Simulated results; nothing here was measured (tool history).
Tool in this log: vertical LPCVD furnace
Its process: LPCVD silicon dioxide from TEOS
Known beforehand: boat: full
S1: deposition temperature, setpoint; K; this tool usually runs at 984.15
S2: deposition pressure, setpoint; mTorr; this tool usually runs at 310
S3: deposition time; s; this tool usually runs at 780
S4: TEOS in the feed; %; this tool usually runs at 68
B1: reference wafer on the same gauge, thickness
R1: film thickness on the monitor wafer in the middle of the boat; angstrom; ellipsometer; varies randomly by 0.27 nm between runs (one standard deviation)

| run | day | S1 | S2 | S3 | S4 | B1 | R1 |
|---|---|---|---|---|---|---|---|
| 1 | 0 | 984.15 | 270 | 780 | 68 | 135.04 | 1185.9 |
| 2 | 0.2 | 984.15 | 270 | 780 | 68 | 134.97 | 1192.5 |
| 3 | 0.692 | 984.15 | 270 | 780 | 68 | 134.97 | 1191.2 |
|  | 0.758 | gauge calibrated |
|  | 2.092 | TEOS flow controller replaced |
|  | 2.538 | thermocouples replaced and temperature profile calibrated |
| 4 | 2.558 | 984.15 | 310 | 780 | 68 | 135.04 | 1158.6 |
| 5 | 2.758 | 984.15 | 310 | 780 | 68 | 134.95 | 1164.7 |
| 6 | 2.962 | 984.15 | 310 | 780 | 68 | 134.93 | 1164.5 |
| 7 | 3.162 | 984.15 | 310 | 780 | 68 | 134.92 | 1161.3 |
| 8 | 3.558 | 984.15 | 310 | 780 | 68 | 135.01 | 1167.9 |
| 9 | 3.988 | 984.15 | 280 | 780 | 57 | 134.97 | 1013 |
| 10 | 4.688 | 984.15 | 330 | 780 | 68 | 135.02 | 1206.2 |
| 11 | 5.342 | 984.15 | 335 | 960 | 61 | 135.03 | 1420.3 |
| 12 | 5.688 | 984.15 | 310 | 570 | 55 | 135.01 | 767.4 |
| 13 | 6.517 | 984.15 | 310 | 780 | 68 | 134.94 | 1168.5 |
| 14 | 7.346 | 984.15 | 310 | 780 | 68 | 135.01 | 1173.9 |
| 15 | 7.838 | 981.15 | 265 | 990 | 56 | 134.99 | 1171.6 |
| 16 | 8.262 | 993.15 | 310 | 660 | 68 | 135 | 1219 |
| 17 | 9.183 | 984.15 | 310 | 780 | 68 | 134.97 | 1178.4 |
| 18 | 9.85 | 984.15 | 310 | 780 | 68 | 134.95 | 1174.5 |
| 19 | 10.162 | 984.15 | 310 | 780 | 68 | 135 | 1179 |
| 20 | 10.646 | 980.15 | 310 | 630 | 75 | 135 | 916.2 |
| 21 | 11.312 | 984.15 | 310 | 900 | 68 | 135.02 | 1361.8 |
| 22 | 12.058 | 984.15 | 310 | 780 | 68 | 135.03 | 1185.8 |
| 23 | 12.725 | 984.15 | 310 | 780 | 68 | 135.02 | 1188.4 |
| 24 | 13.258 | 984.15 | 310 | 780 | 55 | 135 | 1071.6 |
| 25 | 13.821 | 984.15 | 310 | 780 | 68 | 135.01 | 1191.7 |
| 26 | 14.167 | 977.15 | 310 | 780 | 68 | 135.04 | 1012.2 |
| 27 | 14.6 | 984.15 | 290 | 780 | 76 | 135.07 | 1215.9 |
| 28 | 15.188 | 984.15 | 310 | 780 | 68 | 135 | 1194.8 |
| 29 | 15.633 | 994.15 | 310 | 960 | 68 | 135.01 | 1837.7 |
| 30 | 16.504 | 984.15 | 260 | 660 | 68 | 134.99 | 923.7 |
|  | 16.804 | gauge calibrated |
| 31 | 17.079 | 984.15 | 310 | 780 | 72 | 135 | 1229.3 |

Here are 4 independent what-if runs from the current tool condition. What would each one return?
| A | 17.283 | 984.15 | 310 | 780 | 68 | ? | ? |
| B | 17.283 | 975.15 | 345 | 870 | 59 | ? | ? |
| C | 17.283 | 977.15 | 375 | 600 | 68 | ? | ? |
| D | 17.283 | 994.15 | 260 | 660 | 68 | ? | ? |

| run | B1 | R1 |
|---|---|---|
| A | 134.93 | 1196.1 |
| B | 134.93 | 1067.1 |
| C | 134.93 | 862.5 |
| D | 134.93 | 1160 |
What these runs would have given with no unlogged condition in the tool:
| run | R1 |
|---|---|
| A | 1154.9 |
| B | 1029.6 |
| C | 832.4 |
| D | 1120.8 |

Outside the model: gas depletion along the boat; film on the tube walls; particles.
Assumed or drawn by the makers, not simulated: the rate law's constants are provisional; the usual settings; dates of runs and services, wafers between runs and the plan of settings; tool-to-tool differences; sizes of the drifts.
